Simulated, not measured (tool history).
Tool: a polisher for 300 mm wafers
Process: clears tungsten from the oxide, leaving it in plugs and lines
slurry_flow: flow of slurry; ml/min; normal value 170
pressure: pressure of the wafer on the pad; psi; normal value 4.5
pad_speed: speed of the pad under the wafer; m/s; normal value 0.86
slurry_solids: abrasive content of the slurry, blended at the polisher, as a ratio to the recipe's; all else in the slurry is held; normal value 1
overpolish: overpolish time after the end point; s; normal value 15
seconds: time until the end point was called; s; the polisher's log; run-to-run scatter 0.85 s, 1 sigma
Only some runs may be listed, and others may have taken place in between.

| run | hour | slurry_flow | pressure | pad_speed | slurry_solids | overpolish | incoming thickness of the incoming film, nm | seconds |
|---|---|---|---|---|---|---|---|---|
| 1 | 0 | 170 | 4.5 | 0.86 | 1 | 15 | 236.7 | 53.1 |
|  | 31.6 | slurry blender recalibrated |
| 2 | 42.2 | 170 | 4.5 | 0.86 | 1 | 15 | 241.9 | 56.8 |
|  | 62.2 | worn pad replaced by a new one |
|  | 91.7 | slurry tank refilled with fresh slurry and peroxide |
| 3 | 109.3 | 170 | 4.5 | 0.86 | 1 | 15 | 240.4 | 49.7 |
|  | 142.7 | slurry nozzle cleaned |
| 4 | 143.4 | 125 | 4.5 | 0.96 | 1 | 15 | 237.8 | 49.3 |
| 5 | 168.1 | 125 | 4.5 | 0.96 | 1 | 15 | 240.5 | 50 |
| 6 | 208 | 125 | 4.5 | 0.96 | 1 | 15 | 238 | 54.8 |
|  | 232.5 | slurry tank refilled with fresh slurry and peroxide |
|  | 248 | worn pad replaced by a new one |
| 7 | 259.3 | 210 | 4.5 | 0.86 | 1 | 15 | 239.3 | 46.5 |
|  | 296.8 | slurry blender recalibrated |
| 8 | 313.3 | 220 | 4.5 | 0.86 | 1 | 19 | 241.8 | 50.6 |
| 9 | 366.1 | 135 | 3.7 | 0.74 | 1 | 23 | 237.2 | 73.9 |
|  | 398.4 | worn pad replaced by a new one |
| 10 | 408.4 | 170 | 4.5 | 1.1 | 0.85 | 8 | 241.1 | 43.7 |
|  | 418.5 | slurry tank refilled with fresh slurry and peroxide |
| 11 | 470.1 | 190 | 4.5 | 0.86 | 1 | 21 | 242.1 | 52 |
|  | 550 | worn pad replaced by a new one |
|  | 552.3 | slurry blender recalibrated |
|  | 588.5 | slurry tank refilled with fresh slurry and peroxide |
|  | 596.6 | slurry nozzle cleaned |
|  | 598.5 | head pressure recalibrated |
| 12 | 669.5 | 170 | 4.5 | 0.86 | 1 | 15 | 243 | 56 |
|  | 706.7 | worn pad replaced by a new one |
| 13 | 737.7 | 170 | 4.5 | 0.86 | 1 | 15 | 242 | 52.9 |

What does the tool deliver on the next run?
|  | 776.1 | slurry tank refilled with fresh slurry and peroxide |
| 14 | 794.5 | 170 | 4 | 0.96 | 0.85 | 15 | 241.5 | ? |

{"run 14": {"seconds": 52.3}}
With no hidden state in the tool, this same run would have given seconds 46.4 s.
